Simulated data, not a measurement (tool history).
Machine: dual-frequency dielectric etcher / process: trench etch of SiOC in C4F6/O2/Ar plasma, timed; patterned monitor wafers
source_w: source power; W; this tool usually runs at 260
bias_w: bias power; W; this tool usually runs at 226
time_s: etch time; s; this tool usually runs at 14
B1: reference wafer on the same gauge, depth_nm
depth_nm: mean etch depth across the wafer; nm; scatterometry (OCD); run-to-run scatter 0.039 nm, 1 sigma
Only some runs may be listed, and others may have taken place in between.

{"run": 1, "hour": 0.0, "source_w": 260, "bias_w": 226, "time_s": 14, "B1": 25.71, "depth_nm": 26.9}
{"hour": 22.3, "done": "gauge calibrated"}
{"run": 2, "hour": 63.4, "source_w": 260, "bias_w": 226, "time_s": 14, "B1": 25.7, "depth_nm": 26.95}
{"run": 3, "hour": 85.8, "source_w": 260, "bias_w": 203, "time_s": 14, "B1": 25.7, "depth_nm": 25.95}
{"run": 4, "hour": 121.5, "source_w": 260, "bias_w": 203, "time_s": 14, "B1": 25.69, "depth_nm": 26.02}
{"run": 5, "hour": 143.4, "source_w": 260, "bias_w": 226, "time_s": 15, "B1": 25.7, "depth_nm": 28.95}
{"run": 6, "hour": 161.3, "source_w": 260, "bias_w": 226, "time_s": 15, "B1": 25.71, "depth_nm": 29.01}
{"run": 7, "hour": 227.7, "source_w": 260, "bias_w": 226, "time_s": 15, "B1": 25.7, "depth_nm": 29.03}
{"run": 8, "hour": 253.0, "source_w": 260, "bias_w": 226, "time_s": 14, "B1": 25.7, "depth_nm": 27.1}
{"run": 9, "hour": 286.6, "source_w": 260, "bias_w": 226, "time_s": 14, "B1": 25.71, "depth_nm": 27.16}
{"run": 10, "hour": 310.4, "source_w": 260, "bias_w": 226, "time_s": 14, "B1": 25.7, "depth_nm": 27.19}
{"hour": 339.2, "done": "upper electrode replaced"}
{"run": 11, "hour": 341.6, "source_w": 260, "bias_w": 226, "time_s": 16.5, "B1": 25.69, "depth_nm": 32.07}
{"run": 12, "hour": 366.0, "source_w": 320, "bias_w": 172, "time_s": 11, "B1": 25.7, "depth_nm": 21.8}
{"hour": 393.6, "done": "source power generator calibrated"}
{"run": 13, "hour": 394.1, "source_w": 260, "bias_w": 226, "time_s": 14, "B1": 25.7, "depth_nm": 26.29}
{"run": 14, "hour": 435.2, "source_w": 260, "bias_w": 226, "time_s": 14, "B1": 25.7, "depth_nm": 26.34}
{"hour": 453.0, "done": "bias power generator calibrated"}
{"run": 15, "hour": 453.5, "source_w": 260, "bias_w": 198, "time_s": 16.5, "B1": 25.71, "depth_nm": 29.67}
{"hour": 471.9, "done": "gauge calibrated"}
{"hour": 488.7, "done": "wet clean of the chamber"}
{"run": 16, "hour": 489.2, "source_w": 290, "bias_w": 184, "time_s": 10.5, "B1": 25.7, "depth_nm": 19.32}

Estimate the outcome of run 17 from the log above:
{"run": 17, "hour": 517.6, "source_w": 260, "bias_w": 211, "time_s": 14, "B1": "?", "depth_nm": "?"}

Run 17 came out at B1 25.7, depth_nm 25.43 nm.
Take away the tool's hidden state, keep the run-to-run variation as it was, and the same run would have given depth_nm 25.5 nm.

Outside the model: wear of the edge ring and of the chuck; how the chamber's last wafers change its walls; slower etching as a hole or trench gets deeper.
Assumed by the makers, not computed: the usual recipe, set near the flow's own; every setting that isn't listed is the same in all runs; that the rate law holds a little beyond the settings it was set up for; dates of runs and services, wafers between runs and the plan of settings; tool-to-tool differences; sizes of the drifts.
